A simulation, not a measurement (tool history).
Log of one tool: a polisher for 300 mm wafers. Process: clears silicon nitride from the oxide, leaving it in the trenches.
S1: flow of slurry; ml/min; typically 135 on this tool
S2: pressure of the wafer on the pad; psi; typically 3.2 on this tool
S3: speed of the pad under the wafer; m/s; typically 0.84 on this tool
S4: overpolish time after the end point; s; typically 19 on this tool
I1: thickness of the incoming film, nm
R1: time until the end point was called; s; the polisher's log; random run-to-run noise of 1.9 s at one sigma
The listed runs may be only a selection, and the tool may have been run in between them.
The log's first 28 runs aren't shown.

run,hour,S1,S2,S3,S4,I1,R1
29,754.7,115,2.9,0.96,19,139.8,180.9
30,850.3,135,3.2,1.04,19,140.8,164.1
31,880.1,135,3.2,0.84,19,140.2,197
# hour 903.1: head pressure recalibrated
32,910.2,135,3.2,0.84,19,138.1,199.2
33,928,135,3.2,0.84,19,138.7,197.4
34,955.9,135,2.8,0.6,19,139.7,292.9
# hour 965.5: worn pad replaced by a new one
35,988.7,90,4,0.84,19,139.5,170.8
36,1006.9,175,3.2,0.84,11,139.9,178

Each row is a separate what-if for the run after 36, all from the same tool condition, not one after another. Results?
A,1007.4,135,3.2,0.84,19,139.2,?
B,1007.4,105,2.8,1.02,9,139.2,?
C,1007.4,155,2.3,1.02,24,139.2,?
D,1007.4,135,2.2,1.02,19,139.2,?

run,R1
A,181.9
B,172
C,182.6
D,189.9
Had the tool no hidden state, the same runs would have come out as:
run,R1
A,180
B,170.2
C,180.7
D,187.9

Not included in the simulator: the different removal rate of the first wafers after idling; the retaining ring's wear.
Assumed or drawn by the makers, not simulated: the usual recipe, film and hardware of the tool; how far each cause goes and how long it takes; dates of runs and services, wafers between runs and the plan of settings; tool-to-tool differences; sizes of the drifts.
